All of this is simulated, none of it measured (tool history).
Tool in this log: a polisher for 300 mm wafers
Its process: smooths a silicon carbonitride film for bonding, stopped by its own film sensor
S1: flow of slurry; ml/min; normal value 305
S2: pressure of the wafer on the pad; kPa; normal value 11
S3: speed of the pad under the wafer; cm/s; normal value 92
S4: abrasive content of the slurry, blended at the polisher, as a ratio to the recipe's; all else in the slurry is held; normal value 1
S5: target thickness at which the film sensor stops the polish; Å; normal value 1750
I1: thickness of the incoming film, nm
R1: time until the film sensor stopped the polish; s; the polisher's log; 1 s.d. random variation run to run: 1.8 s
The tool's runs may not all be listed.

{"run": 1, "hour": 0.0, "S1": 305, "S2": 11, "S3": 92, "S4": 1, "S5": 1750, "I1": 200.8, "R1": 144.1}
{"run": 2, "hour": 17.2, "S1": 305, "S2": 9, "S3": 92, "S4": 1, "S5": 1750, "I1": 203.8, "R1": 172.8}
{"run": 3, "hour": 23.7, "S1": 305, "S2": 9, "S3": 92, "S4": 1, "S5": 1750, "I1": 197.6, "R1": 142}
{"hour": 33.3, "done": "worn pad replaced by a new one"}
{"run": 4, "hour": 33.8, "S1": 305, "S2": 11, "S3": 92, "S4": 1, "S5": 1780, "I1": 203.2, "R1": 138}
{"run": 5, "hour": 39.2, "S1": 305, "S2": 11, "S3": 92, "S4": 1, "S5": 1780, "I1": 195.4, "R1": 94.1}
{"run": 6, "hour": 45.4, "S1": 305, "S2": 11, "S3": 92, "S4": 1, "S5": 1750, "I1": 199.2, "R1": 131.6}
{"run": 7, "hour": 66.7, "S1": 305, "S2": 11, "S3": 92, "S4": 0.85, "S5": 1750, "I1": 199.7, "R1": 145.3}
{"run": 8, "hour": 79.6, "S1": 305, "S2": 11, "S3": 92, "S4": 1.2, "S5": 1780, "I1": 198.4, "R1": 106.9}
{"run": 9, "hour": 86.3, "S1": 305, "S2": 11, "S3": 92, "S4": 1.2, "S5": 1780, "I1": 199.1, "R1": 109}
{"run": 10, "hour": 94.9, "S1": 305, "S2": 11, "S3": 92, "S4": 1, "S5": 1750, "I1": 197.8, "R1": 126.2}
{"run": 11, "hour": 108.5, "S1": 305, "S2": 11, "S3": 92, "S4": 1, "S5": 1750, "I1": 196.7, "R1": 121.4}
{"hour": 120.7, "done": "slurry blender recalibrated"}
{"run": 12, "hour": 121.2, "S1": 305, "S2": 11, "S3": 92, "S4": 1, "S5": 1750, "I1": 198.1, "R1": 129.4}
{"hour": 126.0, "done": "head pressure recalibrated"}
{"run": 13, "hour": 133.9, "S1": 305, "S2": 11, "S3": 92, "S4": 1, "S5": 1750, "I1": 199.1, "R1": 134.7}
{"hour": 141.3, "done": "worn pad replaced by a new one"}
{"run": 14, "hour": 145.4, "S1": 205, "S2": 9, "S3": 80, "S4": 0.7, "S5": 1750, "I1": 198.9, "R1": 204.5}
{"run": 15, "hour": 154.4, "S1": 305, "S2": 11, "S3": 92, "S4": 1, "S5": 1680, "I1": 202.5, "R1": 197.1}
{"run": 16, "hour": 164.3, "S1": 255, "S2": 11, "S3": 92, "S4": 1, "S5": 1780, "I1": 195.9, "R1": 105}
{"run": 17, "hour": 171.4, "S1": 400, "S2": 11, "S3": 92, "S4": 0.75, "S5": 1750, "I1": 201.1, "R1": 163.5}
{"run": 18, "hour": 180.0, "S1": 305, "S2": 9, "S3": 92, "S4": 1, "S5": 1750, "I1": 201, "R1": 166.6}
{"run": 19, "hour": 187.1, "S1": 305, "S2": 11, "S3": 106, "S4": 1, "S5": 1750, "I1": 201.9, "R1": 140.9}
{"run": 20, "hour": 200.7, "S1": 305, "S2": 11, "S3": 92, "S4": 1, "S5": 1750, "I1": 200.9, "R1": 149.9}
{"run": 21, "hour": 216.0, "S1": 305, "S2": 11, "S3": 92, "S4": 1, "S5": 1750, "I1": 199.9, "R1": 141.7}
{"hour": 228.3, "done": "slurry nozzle cleaned"}
{"hour": 231.5, "done": "worn pad replaced by a new one"}
{"run": 22, "hour": 232.0, "S1": 305, "S2": 14.5, "S3": 100, "S4": 0.7, "S5": 1770, "I1": 202.3, "R1": 129.9}
{"run": 23, "hour": 240.1, "S1": 355, "S2": 11, "S3": 92, "S4": 1.3, "S5": 1720, "I1": 200.5, "R1": 135.1}
{"run": 24, "hour": 256.8, "S1": 305, "S2": 11, "S3": 92, "S4": 0.9, "S5": 1750, "I1": 203.8, "R1": 160.4}
{"run": 25, "hour": 274.5, "S1": 240, "S2": 11, "S3": 92, "S4": 1, "S5": 1750, "I1": 201.3, "R1": 145.4}
{"run": 26, "hour": 291.8, "S1": 305, "S2": 11, "S3": 92, "S4": 0.85, "S5": 1750, "I1": 201.3, "R1": 149.6}

Forecast each of these 3 alternatives for the next run:
{"run": "A", "hour": 292.3, "S1": 220, "S2": 11, "S3": 92, "S4": 1, "S5": 1750, "I1": 202.2, "R1": "?"}
{"run": "B", "hour": 292.3, "S1": 305, "S2": 13.1, "S3": 92, "S4": 1, "S5": 1820, "I1": 202.2, "R1": "?"}
{"run": "C", "hour": 292.3, "S1": 305, "S2": 12.4, "S3": 116, "S4": 0.85, "S5": 1710, "I1": 202.2, "R1": "?"}

run=A R1=151.5
run=B R1=97.1
run=C R1=142.3
Without the tool's hidden state the same runs would have given:
run=A R1=150.5
run=B R1=96.6
run=C R1=141.6

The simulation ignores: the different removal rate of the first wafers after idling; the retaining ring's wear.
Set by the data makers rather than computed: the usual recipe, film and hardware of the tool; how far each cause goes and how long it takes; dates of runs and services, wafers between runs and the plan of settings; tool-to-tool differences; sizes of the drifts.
